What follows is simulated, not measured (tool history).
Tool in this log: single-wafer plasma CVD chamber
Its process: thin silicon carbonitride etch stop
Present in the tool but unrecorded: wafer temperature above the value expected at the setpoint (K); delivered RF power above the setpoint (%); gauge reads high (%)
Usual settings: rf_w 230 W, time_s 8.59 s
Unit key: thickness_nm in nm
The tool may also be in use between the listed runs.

| run | hour | rf_w | time_s | wafers since the last listed run | hours since the last thermocouple change | hours since the last RF generator calibration | hours since the showerhead was replaced | hours since the gauge calibration | read-back reference wafer on the same gauge, thickness_nm | thickness_nm |
|---|---|---|---|---|---|---|---|---|---|---|
| 1 | 0.0 | 230 | 8.59 | 0 | 1166.1 | 1951.9 | 4254.2 | 456.1 | 5.741 | 5.107 |
| 2 | 17.6 | 230 | 8.59 | 835 | 1183.7 | 1969.5 | 4271.8 | 473.7 | 5.739 | 5.097 |
| 3 | 57.5 | 230 | 8.59 | 1895 | 1223.6 | 2009.4 | 4311.7 | 513.6 | 5.740 | 5.124 |
| 4 | 64.8 | 230 | 8.59 | 346 | 1230.9 | 2016.7 | 4319.0 | 520.9 | 5.742 | 5.113 |
| 5 | 82.4 | 230 | 8.59 | 835 | 1248.5 | 2034.3 | 4336.6 | 538.5 | 5.742 | 5.110 |
| 6 | 94.6 | 240 | 8.59 | 579 | 1260.7 | 2046.5 | 4348.8 | 550.7 | 5.739 | 5.200 |
| 7 | 109.0 | 240 | 8.59 | 683 | 1275.1 | 2060.9 | 4363.2 | 565.1 | 5.742 | 5.193 |
| 8 | 118.5 | 230 | 9.19 | 451 | 1284.6 | 2070.4 | 4372.7 | 574.6 | 5.739 | 5.468 |
| 9 | 129.8 | 230 | 9.19 | 536 | 1295.9 | 2081.7 | 4384.0 | 585.9 | 5.739 | 5.460 |
| 10 | 136.0 | 230 | 9.19 | 294 | 1302.1 | 2087.9 | 4390.2 | 592.1 | 5.740 | 5.461 |
|  | 140.5 | gauge calibrated |
| 11 | 143.2 | 230 | 8.59 | 341 | 1309.3 | 2095.1 | 4397.4 | 2.7 | 5.740 | 5.108 |
|  | 159.5 | thermocouple changed; heater temperature recalibrated |
| 12 | 160.3 | 230 | 8.59 | 432 | 0.8 | 2112.2 | 4414.5 | 19.8 | 5.739 | 5.102 |
| 13 | 170.3 | 190 | 9.26 | 474 | 10.8 | 2122.2 | 4424.5 | 29.8 | 5.740 | 5.103 |
| 14 | 185.0 | 200 | 6.93 | 698 | 25.5 | 2136.9 | 4439.2 | 44.5 | 5.743 | 3.900 |
| 15 | 194.6 | 190 | 7.18 | 455 | 35.1 | 2146.5 | 4448.8 | 54.1 | 5.740 | 3.947 |
|  | 211.8 | showerhead replaced |
| 16 | 212.3 | 230 | 8.59 | 460 | 52.8 | 2164.2 | 0.5 | 71.8 | 5.739 | 5.103 |
| 17 | 214.2 | 215 | 7.92 | 90 | 54.7 | 2166.1 | 2.4 | 73.7 | 5.738 | 4.592 |
| 18 | 232.1 | 230 | 9.03 | 850 | 72.6 | 2184.0 | 20.3 | 91.6 | 5.740 | 5.359 |
| 19 | 247.1 | 205 | 10.25 | 712 | 87.6 | 2199.0 | 35.3 | 106.6 | 5.739 | 5.804 |
| 20 | 256.8 | 230 | 7.09 | 460 | 97.3 | 2208.7 | 45.0 | 116.3 | 5.740 | 4.197 |
| 21 | 266.1 | 230 | 7.57 | 441 | 106.6 | 2218.0 | 54.3 | 125.6 | 5.741 | 4.488 |
| 22 | 281.5 | 230 | 8.59 | 731 | 122.0 | 2233.4 | 69.7 | 141.0 | 5.738 | 5.113 |
| 23 | 293.9 | 255 | 7.33 | 588 | 134.4 | 2245.8 | 82.1 | 153.4 | 5.741 | 4.536 |
| 24 | 303.6 | 245 | 10.09 | 460 | 144.1 | 2255.5 | 91.8 | 163.1 | 5.740 | 6.129 |
| 25 | 310.8 | 230 | 8.59 | 341 | 151.3 | 2262.7 | 99.0 | 170.3 | 5.740 | 5.077 |
| 26 | 321.2 | 230 | 8.59 | 493 | 161.7 | 2273.1 | 109.4 | 180.7 | 5.741 | 5.110 |
|  | 336.7 | RF generator calibrated |
| 27 | 338.5 | 230 | 8.59 | 441 | 179.0 | 1.8 | 126.7 | 198.0 | 5.739 | 5.299 |
| 28 | 354.2 | 250 | 9.38 | 745 | 194.7 | 17.5 | 142.4 | 213.7 | 5.740 | 5.973 |
| 29 | 367.2 | 230 | 9.10 | 617 | 207.7 | 30.5 | 155.4 | 226.7 | 5.740 | 5.607 |
| 30 | 381.5 | 190 | 10.10 | 679 | 222.0 | 44.8 | 169.7 | 241.0 | 5.742 | 5.786 |
| 31 | 398.8 | 270 | 8.59 | 821 | 239.3 | 62.1 | 187.0 | 258.3 | 5.741 | 5.621 |
| 32 | 405.3 | 230 | 8.59 | 308 | 245.8 | 68.6 | 193.5 | 264.8 | 5.741 | 5.317 |
| 33 | 422.5 | 230 | 6.95 | 816 | 263.0 | 85.8 | 210.7 | 282.0 | 5.739 | 4.286 |
| 34 | 431.9 | 230 | 8.59 | 446 | 272.4 | 95.2 | 220.1 | 291.4 | 5.740 | 5.294 |
| 35 | 439.4 | 190 | 9.71 | 356 | 279.9 | 102.7 | 227.6 | 298.9 | 5.742 | 5.544 |
| 36 | 485.7 | 270 | 10.27 | 2199 | 326.2 | 149.0 | 273.9 | 345.2 | 5.741 | 6.704 |
| 37 | 497.2 | 210 | 9.11 | 546 | 337.7 | 160.5 | 285.4 | 356.7 | 5.739 | 5.384 |

Describe how what the log doesn't record of the tool's condition differs between the last listed run preceding each entry between runs and the first listed run following it.
Logged between run 10 and run 11: gauge calibrated (hour 140.5)
  delivered RF power above the setpoint (%): -9.21 -> -9.24
  difference, measured minus the result without the unlogged condition, thickness_nm: -0.210 -> -0.196 nm
Logged between run 11 and run 12: thermocouple changed; heater temperature recalibrated (hour 159.5)
  delivered RF power above the setpoint (%): -9.24 -> -9.3
  difference, measured minus the result without the unlogged condition, thickness_nm: -0.196 -> -0.198 nm
Logged between run 15 and run 16: showerhead replaced (hour 211.8)
  delivered RF power above the setpoint (%): -9.42 -> -9.49
  difference, measured minus the result without the unlogged condition, thickness_nm: -0.155 -> -0.202 nm
Logged between run 26 and run 27: RF generator calibrated (hour 336.7)
  delivered RF power above the setpoint (%): -9.89 -> -0.118
  difference, measured minus the result without the unlogged condition, thickness_nm: -0.212 -> -0.002 nm
